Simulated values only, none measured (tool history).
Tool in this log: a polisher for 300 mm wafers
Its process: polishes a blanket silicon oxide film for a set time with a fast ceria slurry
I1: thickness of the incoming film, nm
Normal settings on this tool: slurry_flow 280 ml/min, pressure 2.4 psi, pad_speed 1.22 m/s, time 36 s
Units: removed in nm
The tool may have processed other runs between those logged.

Run 1, hour 0.0: usual settings but time 32 s; I1 1697.6. Result: removed 458.8 nm.
Run 2, hour 65.2: usual settings but time 32 s; I1 1707.8. Result: removed 442.7 nm.
Run 3, hour 80.8: usual settings but slurry_flow 230 ml/min, pad_speed 1.48 m/s; I1 1725.7. Result: removed 588.4 nm.
At hour 94.1: worn pad replaced by a new one.
Run 4, hour 111.8: usual settings; I1 1706.6. Result: removed 502.6 nm.
Run 5, hour 130.0: usual settings; I1 1687.3. Result: removed 506.5 nm.
At hour 142.2: slurry nozzle cleaned.
Run 6, hour 159.4: usual settings; I1 1708.5. Result: removed 493.3 nm.
Run 7, hour 180.1: usual settings; I1 1699.2. Result: removed 513.6 nm.
Run 8, hour 208.1: usual settings but slurry_flow 355 ml/min, pressure 3.2 psi; I1 1723.8. Result: removed 649.1 nm.
At hour 216.7: worn pad replaced by a new one.
At hour 218.1: head pressure recalibrated.
Run 9, hour 233.3: usual settings but slurry_flow 355 ml/min, pressure 3.1 psi; I1 1737.9. Result: removed 653.3 nm.
Run 10, hour 266.2: usual settings but slurry_flow 330 ml/min, pressure 3.1 psi, pad_speed 1.38 m/s; I1 1702.7. Result: removed 717.4 nm.
Run 11, hour 281.4: usual settings but slurry_flow 315 ml/min, pad_speed 0.88 m/s; I1 1693.4. Result: removed 391.5 nm.
Run 12, hour 310.3: usual settings but slurry_flow 230 ml/min, pad_speed 1.48 m/s; I1 1723.7. Result: removed 571.6 nm.
At hour 327.9: worn pad replaced by a new one.
Run 13, hour 330.3: usual settings but pressure 3.0 psi, pad_speed 1.38 m/s, time 48 s; I1 1726.5. Result: removed 912.5 nm.
Run 14, hour 363.6: usual settings but time 42 s; I1 1676.4. Result: removed 599.0 nm.

Forecast each of these 4 alternatives for the next run:
Run A, hour 364.0: usual settings; I1 1677.4. Result: removed ?.
Run B, hour 364.0: usual settings but time 41 s; I1 1677.4. Result: removed ?.
Run C, hour 364.0: usual settings but pressure 2.9 psi, pad_speed 1.34 m/s, time 32 s; I1 1677.4. Result: removed ?.
Run D, hour 364.0: usual settings but pressure 1.8 psi, time 33 s; I1 1677.4. Result: removed ?.

run  removed
  A    511.0
  B    582.0
  C    577.4
  D    366.4
With no hidden state in the tool, these same runs would have given:
run  removed
  A    511.0
  B    582.0
  C    577.4
  D    366.4

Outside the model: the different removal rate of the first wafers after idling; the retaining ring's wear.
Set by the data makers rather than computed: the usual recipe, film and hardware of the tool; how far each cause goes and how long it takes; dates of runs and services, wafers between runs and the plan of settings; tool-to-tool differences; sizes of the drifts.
